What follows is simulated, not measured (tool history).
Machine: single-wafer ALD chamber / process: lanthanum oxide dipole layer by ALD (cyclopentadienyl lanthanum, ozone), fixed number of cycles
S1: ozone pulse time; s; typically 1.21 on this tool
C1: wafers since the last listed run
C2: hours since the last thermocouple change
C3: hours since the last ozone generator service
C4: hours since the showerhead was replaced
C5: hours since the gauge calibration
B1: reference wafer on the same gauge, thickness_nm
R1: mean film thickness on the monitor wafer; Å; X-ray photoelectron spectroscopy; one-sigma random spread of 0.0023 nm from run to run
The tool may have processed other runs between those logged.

{"run": 1, "hour": 0.0, "S1": 1.21, "C1": 0, "C2": 903.5, "C3": 339.8, "C4": 5907.3, "C5": 335.9, "B1": 0.459, "R1": 4.98}
{"run": 2, "hour": 67.1, "S1": 1.21, "C1": 1543, "C2": 970.6, "C3": 406.9, "C4": 5974.4, "C5": 403, "B1": 0.461, "R1": 5}
{"run": 3, "hour": 137.4, "S1": 1.21, "C1": 1616, "C2": 1040.9, "C3": 477.2, "C4": 6044.7, "C5": 473.3, "B1": 0.461, "R1": 4.96}
{"run": 4, "hour": 180.4, "S1": 0.83, "C1": 988, "C2": 1083.9, "C3": 520.2, "C4": 6087.7, "C5": 516.3, "B1": 0.46, "R1": 4.14}
{"run": 5, "hour": 211.2, "S1": 0.83, "C1": 708, "C2": 1114.7, "C3": 551, "C4": 6118.5, "C5": 547.1, "B1": 0.46, "R1": 4.09}
{"hour": 407.5, "done": "ozone generator serviced"}
{"run": 6, "hour": 409.1, "S1": 0.83, "C1": 4367, "C2": 1312.6, "C3": 1.6, "C4": 6316.4, "C5": 745, "B1": 0.46, "R1": 4.29}
{"run": 7, "hour": 464.7, "S1": 0.92, "C1": 1278, "C2": 1368.2, "C3": 57.2, "C4": 6372, "C5": 800.6, "B1": 0.46, "R1": 4.52}
{"run": 8, "hour": 498.1, "S1": 0.92, "C1": 768, "C2": 1401.6, "C3": 90.6, "C4": 6405.4, "C5": 834, "B1": 0.46, "R1": 4.52}
{"run": 9, "hour": 611.4, "S1": 0.92, "C1": 2605, "C2": 1514.9, "C3": 203.9, "C4": 6518.7, "C5": 947.3, "B1": 0.46, "R1": 4.51}
{"run": 10, "hour": 664.8, "S1": 1.21, "C1": 1228, "C2": 1568.3, "C3": 257.3, "C4": 6572.1, "C5": 1000.7, "B1": 0.46, "R1": 5}
{"run": 11, "hour": 724.5, "S1": 1.21, "C1": 1373, "C2": 1628, "C3": 317, "C4": 6631.8, "C5": 1060.4, "B1": 0.46, "R1": 4.97}
{"run": 12, "hour": 779.8, "S1": 1.68, "C1": 1271, "C2": 1683.3, "C3": 372.3, "C4": 6687.1, "C5": 1115.7, "B1": 0.46, "R1": 5.3}
{"hour": 795.4, "done": "showerhead replaced"}
{"run": 13, "hour": 827.6, "S1": 1.38, "C1": 915, "C2": 1731.1, "C3": 420.1, "C4": 32.2, "C5": 1163.5, "B1": 0.46, "R1": 5.11}
{"run": 14, "hour": 895.1, "S1": 1.54, "C1": 1552, "C2": 1798.6, "C3": 487.6, "C4": 99.7, "C5": 1231, "B1": 0.46, "R1": 5.24}
{"run": 15, "hour": 939.2, "S1": 1.34, "C1": 1014, "C2": 1842.7, "C3": 531.7, "C4": 143.8, "C5": 1275.1, "B1": 0.46, "R1": 5.09}
{"run": 16, "hour": 980.0, "S1": 0.84, "C1": 938, "C2": 1883.5, "C3": 572.5, "C4": 184.6, "C5": 1315.9, "B1": 0.46, "R1": 4.09}
{"hour": 994.6, "done": "ozone generator serviced"}
{"run": 17, "hour": 1037.8, "S1": 0.77, "C1": 1145, "C2": 1941.3, "C3": 43.2, "C4": 242.4, "C5": 1373.7, "B1": 0.46, "R1": 4.11}
{"run": 18, "hour": 1085.0, "S1": 1.66, "C1": 1085, "C2": 1988.5, "C3": 90.4, "C4": 289.6, "C5": 1420.9, "B1": 0.461, "R1": 5.38}
{"hour": 1109.3, "done": "gauge calibrated"}
{"run": 19, "hour": 1156.8, "S1": 1.03, "C1": 1651, "C2": 2060.3, "C3": 162.2, "C4": 361.4, "C5": 47.5, "B1": 0.46, "R1": 4.74}
{"run": 20, "hour": 1181.4, "S1": 1.21, "C1": 565, "C2": 2084.9, "C3": 186.8, "C4": 386, "C5": 72.1, "B1": 0.46, "R1": 5.05}
{"run": 21, "hour": 1235.5, "S1": 0.99, "C1": 1244, "C2": 2139, "C3": 240.9, "C4": 440.1, "C5": 126.2, "B1": 0.46, "R1": 4.7}
{"run": 22, "hour": 1262.0, "S1": 1.42, "C1": 609, "C2": 2165.5, "C3": 267.4, "C4": 466.6, "C5": 152.7, "B1": 0.46, "R1": 5.22}
{"run": 23, "hour": 1294.2, "S1": 1.5, "C1": 740, "C2": 2197.7, "C3": 299.6, "C4": 498.8, "C5": 184.9, "B1": 0.46, "R1": 5.29}
{"hour": 1312.8, "done": "thermocouple changed; heater temperature recalibrated"}
{"run": 24, "hour": 1417.0, "S1": 1.67, "C1": 2640, "C2": 104.2, "C3": 422.4, "C4": 621.6, "C5": 307.7, "B1": 0.46, "R1": 5.33}
{"run": 25, "hour": 1486.6, "S1": 1.46, "C1": 1600, "C2": 173.8, "C3": 492, "C4": 691.2, "C5": 377.3, "B1": 0.46, "R1": 5.21}
{"run": 26, "hour": 1538.5, "S1": 0.91, "C1": 1193, "C2": 225.7, "C3": 543.9, "C4": 743.1, "C5": 429.2, "B1": 0.46, "R1": 4.37}
{"run": 27, "hour": 1595.4, "S1": 1.21, "C1": 1308, "C2": 282.6, "C3": 600.8, "C4": 800, "C5": 486.1, "B1": 0.46, "R1": 4.87}
{"run": 28, "hour": 1653.2, "S1": 1.36, "C1": 1329, "C2": 340.4, "C3": 658.6, "C4": 857.8, "C5": 543.9, "B1": 0.46, "R1": 5.07}
{"hour": 1724.4, "done": "ozone generator serviced"}
{"run": 29, "hour": 1724.9, "S1": 0.81, "C1": 1465, "C2": 412.1, "C3": 0.5, "C4": 929.5, "C5": 615.6, "B1": 0.46, "R1": 4.21}
{"run": 30, "hour": 1767.9, "S1": 1.06, "C1": 988, "C2": 455.1, "C3": 43.5, "C4": 972.5, "C5": 658.6, "B1": 0.46, "R1": 4.84}
{"run": 31, "hour": 1831.9, "S1": 1.4, "C1": 1471, "C2": 519.1, "C3": 107.5, "C4": 1036.5, "C5": 722.6, "B1": 0.46, "R1": 5.19}
{"run": 32, "hour": 1861.7, "S1": 1.52, "C1": 685, "C2": 548.9, "C3": 137.3, "C4": 1066.3, "C5": 752.4, "B1": 0.46, "R1": 5.24}
{"run": 33, "hour": 1914.9, "S1": 1.21, "C1": 1223, "C2": 602.1, "C3": 190.5, "C4": 1119.5, "C5": 805.6, "B1": 0.46, "R1": 4.99}
{"run": 34, "hour": 1971.4, "S1": 1.21, "C1": 1299, "C2": 658.6, "C3": 247, "C4": 1176, "C5": 862.1, "B1": 0.46, "R1": 5.05}
{"run": 35, "hour": 1999.7, "S1": 0.73, "C1": 650, "C2": 686.9, "C3": 275.3, "C4": 1204.3, "C5": 890.4, "B1": 0.46, "R1": 3.83}

Predict each of these 3 candidate next runs independently; none follows another, all start after run 35:
{"run": "A", "hour": 2000.1, "S1": 1.21, "C1": 9, "C2": 687.3, "C3": 275.7, "C4": 1204.7, "C5": 890.8, "B1": "?", "R1": "?"}
{"run": "B", "hour": 2000.1, "S1": 1.04, "C1": 9, "C2": 687.3, "C3": 275.7, "C4": 1204.7, "C5": 890.8, "B1": "?", "R1": "?"}
{"run": "C", "hour": 2000.1, "S1": 0.9, "C1": 9, "C2": 687.3, "C3": 275.7, "C4": 1204.7, "C5": 890.8, "B1": "?", "R1": "?"}

run=A B1=0.46 R1=4.98
run=B B1=0.46 R1=4.72
run=C B1=0.46 R1=4.41
With the hidden condition removed and each run's random variation left untouched, the same runs would have given:
run=A R1=5.03
run=B R1=4.78
run=C R1=4.48

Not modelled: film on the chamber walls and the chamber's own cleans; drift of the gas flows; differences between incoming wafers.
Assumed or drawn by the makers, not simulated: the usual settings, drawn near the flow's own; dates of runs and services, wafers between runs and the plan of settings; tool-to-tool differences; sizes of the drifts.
